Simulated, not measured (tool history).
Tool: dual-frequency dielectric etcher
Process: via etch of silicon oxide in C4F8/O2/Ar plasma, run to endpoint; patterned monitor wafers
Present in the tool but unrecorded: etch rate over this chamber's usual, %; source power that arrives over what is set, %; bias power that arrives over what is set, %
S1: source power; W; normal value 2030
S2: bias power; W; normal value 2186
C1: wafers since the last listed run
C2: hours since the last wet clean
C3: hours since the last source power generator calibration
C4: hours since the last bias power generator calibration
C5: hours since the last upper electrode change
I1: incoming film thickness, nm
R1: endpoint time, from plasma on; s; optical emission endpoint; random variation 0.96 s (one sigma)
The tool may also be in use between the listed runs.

| run | hour | S1 | S2 | C1 | C2 | C3 | C4 | C5 | I1 | R1 |
|---|---|---|---|---|---|---|---|---|---|---|
| 1 | 0 | 2030 | 2186 | 0 | 0.5 | 819.2 | 2595.8 | 2586.2 | 1378.9 | 220.5 |
| 2 | 50.9 | 2030 | 2186 | 325 | 51.4 | 870.1 | 2646.7 | 2637.1 | 1376.7 | 219.3 |
| 3 | 97.6 | 2430 | 1852 | 298 | 98.1 | 916.8 | 2693.4 | 2683.8 | 1390.6 | 215.4 |
| 4 | 134.8 | 2030 | 2600 | 238 | 135.3 | 954 | 2730.6 | 2721 | 1370.9 | 207.9 |
| 5 | 192.3 | 2030 | 2600 | 367 | 192.8 | 1011.5 | 2788.1 | 2778.5 | 1377.5 | 211.2 |
| 6 | 372.7 | 1830 | 2412 | 1154 | 373.2 | 1191.9 | 2968.5 | 2958.9 | 1389.7 | 235 |
| 7 | 442.5 | 2380 | 2186 | 446 | 443 | 1261.7 | 3038.3 | 3028.7 | 1373.6 | 207.4 |
| 8 | 572.8 | 2380 | 2186 | 833 | 573.3 | 1392 | 3168.6 | 3159 | 1374.7 | 209.7 |
| 9 | 634.9 | 2030 | 2186 | 397 | 635.4 | 1454.1 | 3230.7 | 3221.1 | 1381.4 | 233.1 |
| 10 | 679.8 | 2030 | 2186 | 287 | 680.3 | 1499 | 3275.6 | 3266 | 1388.8 | 235.3 |
|  | 723.9 | wet clean of the chamber |
| 11 | 767.1 | 2030 | 2186 | 405 | 43.2 | 1586.3 | 3362.9 | 3353.3 | 1385.5 | 224.8 |
| 12 | 856.3 | 2030 | 2473 | 570 | 132.4 | 1675.5 | 3452.1 | 3442.5 | 1376.8 | 215.9 |
|  | 879.6 | bias power generator calibrated |
| 13 | 893.2 | 2030 | 2473 | 210 | 169.3 | 1712.4 | 13.6 | 3479.4 | 1374.8 | 215.1 |
| 14 | 962.4 | 1870 | 2507 | 442 | 238.5 | 1781.6 | 82.8 | 3548.6 | 1383.2 | 227.7 |
| 15 | 1021.8 | 1840 | 2649 | 380 | 297.9 | 1841 | 142.2 | 3608 | 1382.8 | 226.2 |
| 16 | 1090.2 | 2440 | 2186 | 437 | 366.3 | 1909.4 | 210.6 | 3676.4 | 1371.5 | 204.8 |
| 17 | 1172.5 | 2180 | 2712 | 526 | 448.6 | 1991.7 | 292.9 | 3758.7 | 1381.9 | 205.7 |
| 18 | 1262.1 | 1710 | 2186 | 573 | 538.2 | 2081.3 | 382.5 | 3848.3 | 1375.9 | 257.3 |
| 19 | 1343.4 | 1640 | 2186 | 520 | 619.5 | 2162.6 | 463.8 | 3929.6 | 1376.7 | 268.1 |
|  | 1381.1 | source power generator calibrated |
|  | 1438.2 | upper electrode replaced |
|  | 1455.5 | wet clean of the chamber |
| 20 | 1456 | 1800 | 1912 | 430 | 0.5 | 74.9 | 576.4 | 17.8 | 1386.5 | 254 |
| 21 | 1474.3 | 2030 | 2186 | 117 | 18.8 | 93.2 | 594.7 | 36.1 | 1381.2 | 221.5 |
| 22 | 1563.1 | 2440 | 2186 | 568 | 107.6 | 182 | 683.5 | 124.9 | 1378.7 | 198.9 |
| 23 | 1616.7 | 2320 | 1739 | 342 | 161.2 | 235.6 | 737.1 | 178.5 | 1373.6 | 222.9 |
| 24 | 1812 | 2530 | 1809 | 1249 | 356.5 | 430.9 | 932.4 | 373.8 | 1387.8 | 215.9 |
| 25 | 1860.4 | 2530 | 2186 | 309 | 404.9 | 479.3 | 980.8 | 422.2 | 1390.2 | 203.5 |
| 26 | 1954 | 2030 | 2186 | 598 | 498.5 | 572.9 | 1074.4 | 515.8 | 1389.7 | 230.6 |
|  | 2030.8 | wet clean of the chamber |
| 27 | 2031.3 | 2520 | 2493 | 341 | 0.5 | 650.2 | 1151.7 | 593.1 | 1391.5 | 190.2 |
| 28 | 2099.5 | 2210 | 2689 | 436 | 68.7 | 718.4 | 1219.9 | 661.3 | 1378.2 | 195.7 |
| 29 | 2137.4 | 1850 | 1717 | 242 | 106.6 | 756.3 | 1257.8 | 699.2 | 1391 | 260.2 |
| 30 | 2183.6 | 2030 | 2186 | 295 | 152.8 | 802.5 | 1304 | 745.4 | 1392.1 | 227.2 |
| 31 | 2284.8 | 2030 | 2544 | 647 | 254 | 903.7 | 1405.2 | 846.6 | 1373.7 | 214 |
| 32 | 2330.7 | 1600 | 1889 | 293 | 299.9 | 949.6 | 1451.1 | 892.5 | 1378.5 | 277.7 |
| 33 | 2381.1 | 1690 | 2186 | 322 | 350.3 | 1000 | 1501.5 | 942.9 | 1381.5 | 256.8 |
| 34 | 2483 | 1680 | 2424 | 652 | 452.2 | 1101.9 | 1603.4 | 1044.8 | 1390.6 | 251.4 |

List, for all runs, the conditions of the tool that the log does not record:
source power that arrives over what is set, %: 0 across all the runs
bias power that arrives over what is set, %: 0 across all the runs
H1: etch rate over this chamber's usual, %
| run | H1 |
|---|---|
| 1 | 0.0751 |
| 2 | -0.312 |
| 3 | -0.666 |
| 4 | -0.949 |
| 5 | -1.39 |
| 6 | -2.76 |
| 7 | -3.29 |
| 8 | -4.28 |
| 9 | -4.75 |
| 10 | -5.09 |
| 11 | -0.995 |
| 12 | -1.67 |
| 13 | -1.95 |
| 14 | -2.48 |
| 15 | -2.93 |
| 16 | -3.45 |
| 17 | -4.07 |
| 18 | -4.76 |
| 19 | -5.37 |
| 20 | 0.184 |
| 21 | 0.0446 |
| 22 | -0.63 |
| 23 | -1.04 |
| 24 | -2.52 |
| 25 | -2.89 |
| 26 | -3.6 |
| 27 | 0.0755 |
| 28 | -0.443 |
| 29 | -0.731 |
| 30 | -1.08 |
| 31 | -1.85 |
| 32 | -2.2 |
| 33 | -2.58 |
| 34 | -3.36 |
